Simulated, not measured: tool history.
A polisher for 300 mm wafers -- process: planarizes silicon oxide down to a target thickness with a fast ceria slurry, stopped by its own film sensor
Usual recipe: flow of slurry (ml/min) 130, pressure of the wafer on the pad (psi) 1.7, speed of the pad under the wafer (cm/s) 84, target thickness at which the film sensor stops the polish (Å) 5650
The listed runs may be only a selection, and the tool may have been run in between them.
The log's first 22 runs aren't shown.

run    hour  flow of slurry (ml/min)  pressure of the wafer on the pad (psi)  speed of the pad under the wafer (cm/s)  target thickness at which the film sensor stops the polish (Å)  incoming thickness of the incoming film, nm  time until the film sensor stopped the polish (s)
     1670.2  -- slurry nozzle cleaned
     1670.3  -- head pressure recalibrated
 23  1730.1                      130                                     2.2                                       84                                                            6770                                       1303.4                                               57.2
 24  1773.1                      130                                     1.7                                      110                                                            5650                                       1276.5                                               60.9
 25  1831.7                      155                                     1.7                                      106                                                            5650                                       1310.5                                               65.7
 26  1906.7                      130                                     1.3                                       62                                                            5650                                       1319.9                                              150.5
     1976.0  -- worn pad replaced by a new one
 27  1977.1                      130                                     1.7                                       84                                                            5650                                       1297.3                                               89.1
 28  2028.3                      130                                     1.3                                       96                                                            5650                                       1324.4                                               99.0
     2069.1  -- slurry nozzle cleaned
 29  2114.8                      130                                     1.7                                       84                                                            5650                                       1312.7                                               83.5
 30  2163.2                      130                                     1.7                                       84                                                            5650                                       1311.1                                               86.4

Here are 5 independent what-if runs from the current tool condition. What would each one return?
  A  2163.7                      130                                     1.7                                       94                                                            5650                                       1276.3                                                  ?
  B  2163.7                      130                                     1.7                                       84                                                            8010                                       1276.3                                                  ?
  C  2163.7                      130                                     1.7                                       98                                                            5650                                       1276.3                                                  ?
  D  2163.7                      130                                     2.0                                      102                                                            8020                                       1276.3                                                  ?
  E  2163.7                      175                                     2.2                                       84                                                            3580                                       1276.3                                                  ?

run  time until the film sensor stopped the polish (s)
  A                                               72.3
  B                                               54.1
  C                                               69.4
  D                                               39.1
  E                                               79.8
Without the tool's unlogged condition, the same runs would have read:
run  time until the film sensor stopped the polish (s)
  A                                               67.4
  B                                               50.4
  C                                               64.7
  D                                               36.4
  E                                               75.1
